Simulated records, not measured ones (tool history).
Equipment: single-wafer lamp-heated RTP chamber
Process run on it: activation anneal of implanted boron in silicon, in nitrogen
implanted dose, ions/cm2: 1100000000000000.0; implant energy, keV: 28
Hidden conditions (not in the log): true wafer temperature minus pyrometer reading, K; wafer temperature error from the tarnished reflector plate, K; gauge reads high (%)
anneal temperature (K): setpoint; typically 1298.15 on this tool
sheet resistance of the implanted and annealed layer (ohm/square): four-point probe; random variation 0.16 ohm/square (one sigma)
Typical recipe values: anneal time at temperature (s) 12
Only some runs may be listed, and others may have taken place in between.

| run | hour | anneal temperature (K) | anneal time at temperature (s) | wafers since the last listed run | wafers since the last pyrometer calibration | wafers since the reflector plate was cleaned | hours since the gauge calibration | read-back reference wafer on the same gauge, sheet resistance | sheet resistance of the implanted and annealed layer (ohm/square) |
|---|---|---|---|---|---|---|---|---|---|
| 1 | 0.0 | 1298.15 | 12 | 0 | 8396 | 11024 | 135.4 | 97.96 | 106.30 |
| 2 | 14.3 | 1286.15 | 8 | 152 | 8549 | 11177 | 149.7 | 97.95 | 108.40 |
| 3 | 23.4 | 1286.15 | 8 | 97 | 8646 | 11275 | 158.8 | 98.01 | 108.08 |
| 4 | 41.3 | 1298.15 | 12 | 191 | 8838 | 11466 | 176.7 | 98.07 | 106.11 |
| 5 | 52.8 | 1298.15 | 12 | 122 | 8961 | 11589 | 188.2 | 97.99 | 106.38 |
| 6 | 64.4 | 1298.15 | 12 | 123 | 9085 | 11713 | 199.8 | 97.96 | 106.09 |
| 7 | 78.4 | 1298.15 | 12 | 149 | 9234 | 11862 | 213.8 | 97.98 | 106.14 |
| 8 | 96.3 | 1298.15 | 12 | 191 | 9425 | 12054 | 231.7 | 98.01 | 106.42 |
| 9 | 102.4 | 1298.15 | 12 | 65 | 9491 | 12119 | 237.8 | 98.03 | 105.93 |
|  | 114.2 | pyrometer window cleaned and pyrometer calibrated |
| 10 | 116.2 | 1313.15 | 9 | 61 | 21 | 12181 | 251.6 | 98.01 | 104.88 |
| 11 | 130.6 | 1298.15 | 12 | 153 | 175 | 12335 | 266.0 | 98.03 | 106.41 |
| 12 | 139.2 | 1298.15 | 12 | 91 | 267 | 12427 | 274.6 | 98.03 | 106.52 |
| 13 | 147.1 | 1298.15 | 12 | 84 | 352 | 12511 | 282.5 | 97.97 | 106.15 |
|  | 151.8 | gauge calibrated |
| 14 | 154.4 | 1298.15 | 12 | 78 | 430 | 12589 | 2.6 | 97.98 | 106.05 |
| 15 | 167.9 | 1273.15 | 17 | 144 | 574 | 12733 | 16.1 | 97.95 | 109.99 |
| 16 | 176.4 | 1298.15 | 12 | 90 | 665 | 12824 | 24.6 | 97.97 | 106.02 |
| 17 | 185.8 | 1306.15 | 8 | 100 | 765 | 12925 | 34.0 | 98.02 | 105.76 |
| 18 | 201.8 | 1282.15 | 10 | 171 | 936 | 13096 | 50.0 | 97.99 | 108.68 |
|  | 223.3 | reflector plate cleaned |
| 19 | 223.8 | 1306.15 | 15 | 149 | 1086 | 5 | 72.0 | 97.97 | 105.20 |
| 20 | 225.8 | 1308.15 | 12 | 21 | 1107 | 26 | 74.0 | 98.02 | 105.48 |
| 21 | 237.7 | 1319.15 | 19 | 127 | 1234 | 154 | 85.9 | 98.01 | 104.51 |
| 22 | 279.2 | 1273.15 | 16 | 443 | 1678 | 597 | 127.4 | 97.99 | 109.75 |
| 23 | 292.4 | 1275.15 | 8 | 141 | 1819 | 738 | 140.6 | 98.01 | 111.50 |
| 24 | 310.4 | 1285.15 | 10 | 192 | 2012 | 931 | 158.6 | 97.98 | 108.09 |
| 25 | 318.8 | 1298.15 | 12 | 89 | 2101 | 1020 | 167.0 | 97.99 | 106.45 |
| 26 | 327.4 | 1298.15 | 12 | 91 | 2193 | 1112 | 175.6 | 97.97 | 106.21 |
| 27 | 341.5 | 1298.15 | 12 | 150 | 2344 | 1263 | 189.7 | 98.01 | 105.96 |
| 28 | 359.0 | 1298.15 | 12 | 187 | 2531 | 1450 | 207.2 | 97.97 | 106.06 |

Alternative continuations, all from the tool just after run 28; predict every row:
| A | 359.4 | 1298.15 | 18 | 4 | 2535 | 1454 | 207.6 | ? | ? |
| B | 359.4 | 1284.15 | 14 | 4 | 2535 | 1454 | 207.6 | ? | ? |
| C | 359.4 | 1298.15 | 5 | 4 | 2535 | 1454 | 207.6 | ? | ? |
| D | 359.4 | 1325.15 | 9 | 4 | 2535 | 1454 | 207.6 | ? | ? |
| E | 359.4 | 1306.15 | 17 | 4 | 2535 | 1454 | 207.6 | ? | ? |

| run | read-back reference wafer on the same gauge, sheet resistance | sheet resistance of the implanted and annealed layer (ohm/square) |
|---|---|---|
| A | 97.98 | 105.63 |
| B | 97.98 | 107.69 |
| C | 97.98 | 106.95 |
| D | 97.98 | 104.56 |
| E | 97.98 | 105.06 |
Stripped of hidden state, with their random variation kept, the same runs would have yielded:
| run | sheet resistance of the implanted and annealed layer (ohm/square) |
|---|---|
| A | 105.63 |
| B | 107.69 |
| C | 106.95 |
| D | 104.56 |
| E | 105.06 |
